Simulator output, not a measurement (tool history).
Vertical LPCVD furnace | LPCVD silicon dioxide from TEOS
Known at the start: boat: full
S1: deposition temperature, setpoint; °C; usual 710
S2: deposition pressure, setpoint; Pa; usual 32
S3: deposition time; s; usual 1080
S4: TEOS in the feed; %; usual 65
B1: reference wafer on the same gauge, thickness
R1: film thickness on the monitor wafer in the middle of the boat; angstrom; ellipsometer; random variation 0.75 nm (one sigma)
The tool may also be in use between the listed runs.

Run 1, day 0: usual settings; B1 127.99. Result: R1 1614.1 angstrom.
Run 2, day 1.062: usual settings; B1 128.14. Result: R1 1629.2 angstrom.
At day 2.7: thermocouples replaced and temperature profile calibrated.
Run 3, day 2.721: usual settings; B1 127.91. Result: R1 1476.1 angstrom.
Run 4, day 2.858: usual settings; B1 128.1. Result: R1 1477.7 angstrom.
Run 5, day 3.867: usual settings; B1 127.87. Result: R1 1471.5 angstrom.
Run 6, day 5.204: usual settings; B1 128.06. Result: R1 1488.5 angstrom.
Run 7, day 6.892: usual settings; B1 127.8. Result: R1 1479.8 angstrom.
Run 8, day 7.608: usual settings; B1 128.1. Result: R1 1479 angstrom.
Run 9, day 8.317: usual settings but S3 1290 s; B1 128.09. Result: R1 1761.5 angstrom.
Run 10, day 9.283: usual settings but S1 701 °C, S2 36 Pa, S3 1260 s; B1 128.05. Result: R1 1486.6 angstrom.
Run 11, day 10.192: usual settings but S1 701 °C; B1 128.04. Result: R1 1201 angstrom.
Run 12, day 10.871: usual settings but S1 701 °C, S2 36 Pa, S3 1260 s; B1 127.98. Result: R1 1492.7 angstrom.
Run 13, day 11.667: usual settings but S1 722 °C, S2 26.7 Pa; B1 128.1. Result: R1 1770.9 angstrom.
Run 14, day 12.971: usual settings; B1 128.08. Result: R1 1472.2 angstrom.
Run 15, day 14.446: usual settings but S2 38 Pa; B1 127.98. Result: R1 1626.4 angstrom.
Run 16, day 14.967: usual settings but S1 701 °C, S2 34 Pa, S3 660 s; B1 127.82. Result: R1 756.5 angstrom.
Run 17, day 16.288: usual settings but S1 705 °C, S2 36.7 Pa, S3 1470 s; B1 128.11. Result: R1 1934.9 angstrom.
At day 16.692: gauge calibrated.
Run 18, day 17.308: usual settings but S2 39.3 Pa, S4 73 %; B1 128.15. Result: R1 1752.8 angstrom.
Run 19, day 18.192: usual settings; B1 128.16. Result: R1 1483.4 angstrom.
Run 20, day 19.229: usual settings but S2 28.7 Pa, S3 930 s; B1 127.92. Result: R1 1211.3 angstrom.
Run 21, day 20.121: usual settings but S2 36 Pa; B1 128.07. Result: R1 1571.9 angstrom.
Run 22, day 21.55: usual settings but S4 76 %; B1 127.78. Result: R1 1606.6 angstrom.
Run 23, day 22.938: usual settings but S3 930 s, S4 75 %; B1 127.98. Result: R1 1371.2 angstrom.
Run 24, day 23.438: usual settings but S2 36 Pa, S3 1230 s; B1 127.93. Result: R1 1809.6 angstrom.
Run 25, day 24.529: usual settings; B1 127.79. Result: R1 1487.6 angstrom.
Run 26, day 25.179: usual settings but S1 704 °C, S3 960 s; B1 128.11. Result: R1 1164.3 angstrom.
Run 27, day 26.05: usual settings but S4 52 %; B1 128.05. Result: R1 1341.5 angstrom.
Run 28, day 26.688: usual settings; B1 128.16. Result: R1 1494.8 angstrom.
Run 29, day 27.354: usual settings but S3 1380 s; B1 127.78. Result: R1 1909.3 angstrom.
Run 30, day 28.288: usual settings but S1 720 °C, S2 38.7 Pa, S4 70 %; B1 128.12. Result: R1 2134.4 angstrom.

5 ways to go on from here, each from the tool as it stands after run 30. What would each give?
Run A, day 28.429: usual settings; B1 ?. Result: R1 ?.
Run B, day 28.429: usual settings but S3 1350 s, S4 75 %; B1 ?. Result: R1 ?.
Run C, day 28.429: usual settings but S1 721 °C, S2 39.3 Pa, S4 74 %; B1 ?. Result: R1 ?.
Run D, day 28.429: usual settings but S2 28 Pa, S3 1320 s; B1 ?. Result: R1 ?.
Run E, day 28.429: usual settings but S2 36.7 Pa; B1 ?. Result: R1 ?.

run      B1      R1
  A  128.01  1493.8
  B  128.01  2005.8
  C  128.01    2263
  D  128.01  1707.9
  E  128.01    1599
Without the tool's hidden state the same runs would have given:
run      R1
  A  1463.1
  B  1964.5
  C  2217.4
  D  1672.7
  E  1566.1
